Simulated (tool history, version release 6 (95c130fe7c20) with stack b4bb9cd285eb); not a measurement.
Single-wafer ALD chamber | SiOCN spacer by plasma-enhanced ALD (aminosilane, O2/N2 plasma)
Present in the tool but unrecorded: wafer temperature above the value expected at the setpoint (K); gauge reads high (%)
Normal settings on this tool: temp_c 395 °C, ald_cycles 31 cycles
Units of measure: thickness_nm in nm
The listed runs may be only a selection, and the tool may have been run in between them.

run,hour,temp_c,ald_cycles,wafers since the last listed run,hours since the last thermocouple change,hours since the gauge calibration,"read-back reference wafer on the same gauge, thickness_nm",thickness_nm
1,0.0,395,31,0,1991.8,56.7,2.161,1.976
2,9.1,395,31,96,2000.9,65.8,2.160,1.976
3,18.8,395,31,102,2010.6,75.5,2.160,1.982
4,56.0,395,31,394,2047.8,112.7,2.159,1.984
5,68.5,395,31,132,2060.3,125.2,2.161,1.993
6,85.3,402,33,178,2077.1,142.0,2.160,2.105
7,98.5,395,31,140,2090.3,155.2,2.160,1.977
8,108.3,395,31,103,2100.1,165.0,2.160,1.976
9,117.3,388,29,95,2109.1,174.0,2.159,1.864
10,127.7,388,29,110,2119.5,184.4,2.160,1.855
11,136.1,395,31,89,2127.9,192.8,2.159,1.981
12,150.6,395,34,153,2142.4,207.3,2.161,2.172
13,162.6,395,34,127,2154.4,219.3,2.161,2.174
14,179.7,395,34,181,2171.5,236.4,2.161,2.165
15,194.1,395,35,152,2185.9,250.8,2.159,2.244
16,208.2,395,35,149,2200.0,264.9,2.160,2.241
17,216.9,395,35,92,2208.7,273.6,2.161,2.230
# hour 231.3: thermocouple changed; heater temperature recalibrated
18,234.5,395,31,101,3.2,291.2,2.160,1.982
19,252.1,395,31,186,20.8,308.8,2.160,1.978
20,261.2,402,31,96,29.9,317.9,2.160,1.968
21,271.1,402,31,105,39.8,327.8,2.161,1.978
22,278.9,395,25,82,47.6,335.6,2.160,1.592
23,318.7,395,31,422,87.4,375.4,2.161,1.978
24,324.9,406,31,65,93.6,381.6,2.160,1.958
25,333.9,400,25,95,102.6,390.6,2.161,1.602
26,348.0,395,31,149,116.7,404.7,2.160,1.987
27,354.6,395,31,70,123.3,411.3,2.161,1.980
28,368.8,382,29,150,137.5,425.5,2.160,1.852
# hour 375.9: gauge calibrated
29,379.3,386,27,111,148.0,3.4,2.160,1.729
30,409.9,395,31,324,178.6,34.0,2.159,1.968
31,416.4,385,26,68,185.1,40.5,2.159,1.664
32,433.3,395,31,179,202.0,57.4,2.160,1.984
33,450.5,395,31,182,219.2,74.6,2.160,1.981
34,459.1,405,36,91,227.8,83.2,2.160,2.276
35,467.8,387,26,92,236.5,91.9,2.159,1.662
36,475.8,408,37,84,244.5,99.9,2.160,2.312
37,489.0,407,34,140,257.7,113.1,2.160,2.136
38,500.4,395,33,120,269.1,124.5,2.160,2.112
39,514.8,395,31,152,283.5,138.9,2.160,1.978
40,531.7,390,28,179,300.4,155.8,2.160,1.792
41,541.4,402,33,102,310.1,165.5,2.159,2.104
42,552.3,395,31,115,321.0,176.4,2.159,1.981

Here are 4 independent what-if runs from the current tool condition. What would each one return?
A,552.8,382,31,5,321.5,176.9,?,?
B,552.8,406,25,5,321.5,176.9,?,?
C,552.8,383,28,5,321.5,176.9,?,?
D,552.8,400,35,5,321.5,176.9,?,?

run,"read-back reference wafer on the same gauge, thickness_nm",thickness_nm
A,2.160,1.978
B,2.160,1.573
C,2.160,1.786
D,2.160,2.233
With the hidden condition removed and each run's random variation left untouched, the same runs would have given:
run,thickness_nm
A,1.978
B,1.573
C,1.786
D,2.233

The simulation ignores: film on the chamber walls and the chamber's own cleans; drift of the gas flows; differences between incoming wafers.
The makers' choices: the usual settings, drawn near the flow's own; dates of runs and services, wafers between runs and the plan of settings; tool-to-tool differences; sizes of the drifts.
